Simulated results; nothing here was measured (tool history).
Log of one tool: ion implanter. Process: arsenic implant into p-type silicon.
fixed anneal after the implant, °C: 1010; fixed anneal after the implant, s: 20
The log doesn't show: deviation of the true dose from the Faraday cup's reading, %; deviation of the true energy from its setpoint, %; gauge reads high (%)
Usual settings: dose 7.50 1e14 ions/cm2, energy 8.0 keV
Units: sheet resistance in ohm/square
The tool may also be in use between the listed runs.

run	hour	dose	energy	wafers since the last listed run	hours since the last dose calibration	hours since the extraction supply was calibrated	hours since the gauge calibration	read-back reference wafer on the same gauge, sheet resistance	sheet resistance
1	0.0	8.40	7.5	0	2255.4	3274.2	55.6	198.36	171.62
2	16.7	7.50	9.0	347	2272.1	3290.9	72.3	198.58	179.51
3	28.3	7.50	9.0	241	2283.7	3302.5	83.9	198.62	180.16
4	40.6	7.50	8.5	256	2296.0	3314.8	96.2	198.79	180.66
5	56.6	7.50	8.5	333	2312.0	3330.8	112.2	198.88	180.71
6	73.7	7.50	8.5	356	2329.1	3347.9	129.3	199.11	181.09
7	80.5	7.50	8.0	141	2335.9	3354.7	136.1	199.17	181.72
8	93.5	7.50	8.0	270	2348.9	3367.7	149.1	199.18	182.02
9	110.7	7.50	8.0	358	2366.1	3384.9	166.3	199.39	181.61
# hour 119.6: extraction supply calibrated
10	121.9	7.50	8.0	66	2377.3	2.3	177.5	199.46	182.10
11	139.0	9.08	8.0	356	2394.4	19.4	194.6	199.50	164.93
12	155.5	8.60	5.5	343	2410.9	35.9	211.1	199.70	175.73
13	171.2	5.62	6.0	326	2426.6	51.6	226.8	199.85	221.95
# hour 177.0: gauge calibrated
# hour 182.6: Faraday cup replaced and dose calibrated
14	183.1	7.50	9.0	81	0.5	63.5	6.1	197.94	178.49
15	190.8	8.76	10.5	160	8.2	71.2	13.8	198.01	161.52
16	205.5	8.92	9.0	306	22.9	85.9	28.5	198.15	163.03
17	220.9	7.50	5.5	320	38.3	101.3	43.9	198.18	186.62
18	227.4	6.86	8.5	135	44.8	107.8	50.4	198.20	190.03
19	240.2	7.50	8.0	266	57.6	120.6	63.2	198.27	181.50
20	250.7	8.93	8.0	218	68.1	131.1	73.7	198.39	165.38
21	258.4	8.65	9.0	160	75.8	138.8	81.4	198.44	165.77

5 ways to go on from here, each from the tool as it stands after run 21. What would each give?
A	258.8	6.04	8.0	8	76.2	139.2	81.8	?	?
B	258.8	5.31	6.0	8	76.2	139.2	81.8	?	?
C	258.8	6.85	6.0	8	76.2	139.2	81.8	?	?
D	258.8	8.90	9.5	8	76.2	139.2	81.8	?	?
E	258.8	6.66	6.0	8	76.2	139.2	81.8	?	?

run	read-back reference wafer on the same gauge, sheet resistance	sheet resistance
A	198.43	206.48
B	198.43	229.23
C	198.43	195.15
D	198.43	162.35
E	198.43	198.38
Without the tool's hidden state the same runs would have given:
run	sheet resistance
A	205.95
B	228.65
C	194.65
D	161.94
E	197.88

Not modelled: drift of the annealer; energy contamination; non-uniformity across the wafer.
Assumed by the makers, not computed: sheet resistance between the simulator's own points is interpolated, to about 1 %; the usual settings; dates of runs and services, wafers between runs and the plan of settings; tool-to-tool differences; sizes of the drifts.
